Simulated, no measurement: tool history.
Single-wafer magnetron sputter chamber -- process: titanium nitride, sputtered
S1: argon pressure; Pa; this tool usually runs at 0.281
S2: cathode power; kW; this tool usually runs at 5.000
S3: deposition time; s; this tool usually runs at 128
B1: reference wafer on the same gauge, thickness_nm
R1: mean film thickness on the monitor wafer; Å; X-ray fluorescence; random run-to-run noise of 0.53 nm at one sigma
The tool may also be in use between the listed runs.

run    hour     S1     S2   S3       B1       R1
  1     0.0  0.281  5.000  147  120.924  1389.78
  2    76.4  0.281  5.000  128  120.988  1250.18
  3   114.3  0.281  5.000  128  121.064  1239.80
  4   196.4  0.281  5.000  128  120.875  1239.05
  5   234.3  0.281  5.300  128  120.887  1319.72
  6   271.3  0.233  5.000  128  121.037  1267.62
  7   375.4  0.281  5.000  128  121.129  1239.21
  8   432.9  0.241  5.000  128  121.060  1250.70
  9   500.0  0.241  5.000  128  120.895  1246.11
 10   537.0  0.281  5.000  128  121.161  1231.07
 11   620.8  0.281  5.000  128  120.975  1228.89
 12   683.1  0.281  4.300  103  120.851   843.86
 13   744.0  0.373  5.950  107  120.935  1184.19
 14   809.4  0.281  5.300  128  121.154  1312.40
 15   846.2  0.380  5.000  114  120.930  1074.52
 16  1158.6  0.281  4.100  117  120.948   920.78
 17  1260.8  0.392  4.200  136  121.012  1060.79
 18  1307.1  0.234  3.950  153  120.980  1180.17
 19  1379.6  0.281  5.000  128  121.068  1221.14
 20  1482.3  0.234  3.950  153  121.047  1187.37
 21  1531.5  0.219  4.450  152  121.002  1335.33
 22  1571.8  0.281  5.000  128  120.984  1239.59
 23  1620.4  0.281  4.650  128  121.004  1152.69
 24  1723.1  0.281  5.000  128  120.931  1232.30
 25  1766.1  0.281  5.000  128  120.891  1234.00
 26  1807.7  0.241  4.300  143  120.968  1199.20
 27  1887.8  0.219  4.450  152  120.943  1319.92
 28  1977.9  0.281  5.000  128  120.956  1226.58
 29  2056.1  0.356  5.000  122  120.958  1164.83
 30  2110.3  0.281  5.000  128  120.892  1238.15
 31  2214.6  0.203  4.250  143  121.058  1206.26
 32  2322.2  0.311  5.500  128  121.104  1345.89
 33  2396.7  0.281  5.000  114  120.980  1103.94
 34  2461.0  0.203  4.500  108  120.941   953.94
 35  2538.7  0.281  5.000  128  120.961  1230.00

Between the runs listed above, the log contained 8 entries, not reproduced here. Where in the sequence does each belong, and how does what the log doesn't record of the tool's condition differ from the listed run before to the listed run after?
Runs 1 to 2: sputter target and shields replaced (hour 75.9)
  deposition rate above that of a new target (%): -2.98 -> -0.112
  what was measured, less what the result would be without the hidden state, R1: -42.69 -> -1.41 Å
Runs 8 to 9: capacitance manometer re-zeroed and calibrated (hour 448.8)
  deposition rate above that of a new target (%): -0.841 -> -1.14
  what was measured, less what the result would be without the hidden state, R1: -10.60 -> -14.37 Å
Runs 13 to 14: sputter target and shields replaced (hour 802.1)
  deposition rate above that of a new target (%): -2.66 -> -0.5
  what was measured, less what the result would be without the hidden state, R1: -32.40 -> -6.59 Å
Runs 19 to 20: sputter target and shields replaced (hour 1415.4)
  deposition rate above that of a new target (%): -2.41 -> -0.14
  what was measured, less what the result would be without the hidden state, R1: -30.11 -> -1.67 Å
Runs 24 to 25: gauge calibrated (hour 1750.4)
  deposition rate above that of a new target (%): -0.656 -> -0.818
  what was measured, less what the result would be without the hidden state, R1: -8.14 -> -10.17 Å
Runs 25 to 26: magnet pack replaced (hour 1798.9)
  deposition rate above that of a new target (%): -0.818 -> -0.994
  what was measured, less what the result would be without the hidden state, R1: -10.17 -> -12.04 Å
Runs 28 to 29: sputter target and shields replaced (hour 2046.6)
  deposition rate above that of a new target (%): -1.92 -> -0.0582
  what was measured, less what the result would be without the hidden state, R1: -24.06 -> -0.68 Å
Runs 30 to 31: capacitance manometer re-zeroed and calibrated (hour 2190.6)
  deposition rate above that of a new target (%): -0.0809 -> -0.219
  what was measured, less what the result would be without the hidden state, R1: -1.01 -> -2.65 Å
